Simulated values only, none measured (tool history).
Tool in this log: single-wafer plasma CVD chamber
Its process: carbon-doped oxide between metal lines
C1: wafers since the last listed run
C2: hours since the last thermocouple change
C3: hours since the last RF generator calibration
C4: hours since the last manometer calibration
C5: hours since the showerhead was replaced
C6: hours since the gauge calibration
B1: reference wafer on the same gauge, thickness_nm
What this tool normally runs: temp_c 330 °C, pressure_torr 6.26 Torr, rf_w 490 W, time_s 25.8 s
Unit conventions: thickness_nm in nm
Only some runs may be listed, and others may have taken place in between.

run 1 day=0.000 | temp_c=330 pressure_torr=6.26 rf_w=490 time_s=25.8 | C1=0 C2=2807.0 C3=1123.6 C4=1717.6 C5=6975.3 C6=435.0 | B1=143.051 | thickness_nm=134.110
run 2 day=0.542 | temp_c=330 pressure_torr=6.26 rf_w=490 time_s=25.8 | C1=225 C2=2820.0 C3=1136.6 C4=1730.6 C5=6988.3 C6=448.0 | B1=143.135 | thickness_nm=134.215
run 3 day=1.162 | temp_c=330 pressure_torr=6.26 rf_w=490 time_s=25.8 | C1=258 C2=2834.9 C3=1151.5 C4=1745.5 C5=7003.2 C6=462.9 | B1=143.047 | thickness_nm=134.280
run 4 day=2.221 | temp_c=330 pressure_torr=6.26 rf_w=490 time_s=27.9 | C1=440 C2=2860.3 C3=1176.9 C4=1770.9 C5=7028.6 C6=488.3 | B1=143.044 | thickness_nm=144.433
run 5 day=2.892 | temp_c=330 pressure_torr=6.26 rf_w=490 time_s=27.9 | C1=278 C2=2876.4 C3=1193.0 C4=1787.0 C5=7044.7 C6=504.4 | B1=143.038 | thickness_nm=145.298
run 6 day=3.575 | temp_c=330 pressure_torr=6.26 rf_w=490 time_s=27.9 | C1=284 C2=2892.8 C3=1209.4 C4=1803.4 C5=7061.1 C6=520.8 | B1=142.936 | thickness_nm=144.751
run 7 day=4.362 | temp_c=330 pressure_torr=6.26 rf_w=565 time_s=25.8 | C1=327 C2=2911.7 C3=1228.3 C4=1822.3 C5=7080.0 C6=539.7 | B1=143.010 | thickness_nm=152.069
run 8 day=5.238 | temp_c=330 pressure_torr=6.26 rf_w=565 time_s=25.8 | C1=363 C2=2932.7 C3=1249.3 C4=1843.3 C5=7101.0 C6=560.7 | B1=143.029 | thickness_nm=152.329
run 9 day=6.379 | temp_c=330 pressure_torr=6.26 rf_w=490 time_s=23.0 | C1=474 C2=2960.1 C3=1276.7 C4=1870.7 C5=7128.4 C6=588.1 | B1=143.005 | thickness_nm=119.384
run 10 day=7.158 | temp_c=330 pressure_torr=6.26 rf_w=490 time_s=23.0 | C1=324 C2=2978.8 C3=1295.4 C4=1889.4 C5=7147.1 C6=606.8 | B1=142.986 | thickness_nm=118.983
-- day=8.508 RF generator calibrated
run 11 day=9.525 | temp_c=330 pressure_torr=6.26 rf_w=490 time_s=23.0 | C1=845 C2=3035.6 C3=24.4 C4=1946.2 C5=7203.9 C6=663.6 | B1=143.026 | thickness_nm=123.274
-- day=10.633 showerhead replaced
run 12 day=10.654 | temp_c=319 pressure_torr=6.26 rf_w=465 time_s=25.8 | C1=330 C2=3062.7 C3=51.5 C4=1973.3 C5=0.5 C6=690.7 | B1=142.933 | thickness_nm=137.187
run 13 day=11.783 | temp_c=330 pressure_torr=6.26 rf_w=490 time_s=27.9 | C1=469 C2=3089.8 C3=78.6 C4=2000.4 C5=27.6 C6=717.8 | B1=143.027 | thickness_nm=149.500
-- day=12.842 thermocouple changed; heater temperature recalibrated
run 14 day=12.938 | temp_c=335 pressure_torr=6.87 rf_w=570 time_s=22.7 | C1=341 C2=2.3 C3=106.3 C4=2028.1 C5=55.3 C6=745.5 | B1=143.029 | thickness_nm=138.929
-- day=13.338 capacitance manometer re-zeroed and calibrated
run 15 day=13.958 | temp_c=330 pressure_torr=5.74 rf_w=490 time_s=25.8 | C1=285 C2=26.8 C3=130.8 C4=14.9 C5=79.8 C6=770.0 | B1=142.859 | thickness_nm=136.724
run 16 day=14.467 | temp_c=330 pressure_torr=6.77 rf_w=490 time_s=29.8 | C1=211 C2=39.0 C3=143.0 C4=27.1 C5=92.0 C6=782.2 | B1=142.991 | thickness_nm=160.536
run 17 day=15.175 | temp_c=343 pressure_torr=6.26 rf_w=490 time_s=25.8 | C1=294 C2=56.0 C3=160.0 C4=44.1 C5=109.0 C6=799.2 | B1=143.019 | thickness_nm=131.360
run 18 day=15.950 | temp_c=316 pressure_torr=6.26 rf_w=520 time_s=21.6 | C1=322 C2=74.6 C3=178.6 C4=62.7 C5=127.6 C6=817.8 | B1=143.072 | thickness_nm=130.615
-- day=16.792 gauge calibrated
run 19 day=17.208 | temp_c=330 pressure_torr=6.26 rf_w=520 time_s=25.8 | C1=523 C2=104.8 C3=208.8 C4=92.9 C5=157.8 C6=10.0 | B1=143.032 | thickness_nm=146.532
run 20 day=18.429 | temp_c=330 pressure_torr=6.26 rf_w=490 time_s=25.8 | C1=507 C2=134.1 C3=238.1 C4=122.2 C5=187.1 C6=39.3 | B1=142.845 | thickness_nm=138.115
run 21 day=19.867 | temp_c=315 pressure_torr=5.47 rf_w=490 time_s=24.1 | C1=597 C2=168.6 C3=272.6 C4=156.7 C5=221.6 C6=73.8 | B1=142.802 | thickness_nm=135.419
run 22 day=20.971 | temp_c=330 pressure_torr=6.26 rf_w=490 time_s=25.8 | C1=459 C2=195.1 C3=299.1 C4=183.2 C5=248.1 C6=100.3 | B1=143.061 | thickness_nm=138.075
run 23 day=22.217 | temp_c=345 pressure_torr=5.07 rf_w=450 time_s=25.8 | C1=518 C2=225.0 C3=329.0 C4=213.1 C5=278.0 C6=130.2 | B1=143.090 | thickness_nm=115.807
run 24 day=22.762 | temp_c=337 pressure_torr=6.26 rf_w=490 time_s=25.8 | C1=226 C2=238.1 C3=342.1 C4=226.2 C5=291.1 C6=143.3 | B1=142.996 | thickness_nm=134.196
run 25 day=23.392 | temp_c=330 pressure_torr=6.26 rf_w=490 time_s=25.8 | C1=261 C2=253.2 C3=357.2 C4=241.3 C5=306.2 C6=158.4 | B1=143.061 | thickness_nm=138.072
run 26 day=24.404 | temp_c=330 pressure_torr=5.21 rf_w=515 time_s=25.8 | C1=421 C2=277.5 C3=381.5 C4=265.6 C5=330.5 C6=182.7 | B1=143.010 | thickness_nm=140.871
run 27 day=25.142 | temp_c=330 pressure_torr=6.26 rf_w=490 time_s=25.8 | C1=306 C2=295.2 C3=399.2 C4=283.3 C5=348.2 C6=200.4 | B1=143.098 | thickness_nm=138.066

Predict each of these 5 candidate next runs independently; none follows another, all start after run 27:
run A day=25.158 | temp_c=330 pressure_torr=6.26 rf_w=545 time_s=25.8 | C1=6 C2=295.6 C3=399.6 C4=283.7 C5=348.6 C6=200.8 | B1=? | thickness_nm=?
run B day=25.158 | temp_c=330 pressure_torr=7.44 rf_w=535 time_s=25.8 | C1=6 C2=295.6 C3=399.6 C4=283.7 C5=348.6 C6=200.8 | B1=? | thickness_nm=?
run C day=25.158 | temp_c=330 pressure_torr=6.26 rf_w=420 time_s=30.3 | C1=6 C2=295.6 C3=399.6 C4=283.7 C5=348.6 C6=200.8 | B1=? | thickness_nm=?
run D day=25.158 | temp_c=318 pressure_torr=7.08 rf_w=530 time_s=29.6 | C1=6 C2=295.6 C3=399.6 C4=283.7 C5=348.6 C6=200.8 | B1=? | thickness_nm=?
run E day=25.158 | temp_c=330 pressure_torr=5.46 rf_w=490 time_s=25.8 | C1=6 C2=295.6 C3=399.6 C4=283.7 C5=348.6 C6=200.8 | B1=? | thickness_nm=?

run=A B1=142.950 thickness_nm=151.916
run=B B1=142.950 thickness_nm=151.526
run=C B1=142.950 thickness_nm=135.167
run=D B1=142.950 thickness_nm=180.501
run=E B1=142.950 thickness_nm=135.208
Take away the tool's hidden state, keep each run's random variation, and the runs would have read:
run=A thickness_nm=153.656
run=B thickness_nm=153.271
run=C thickness_nm=137.121
run=D thickness_nm=182.623
run=E thickness_nm=136.831
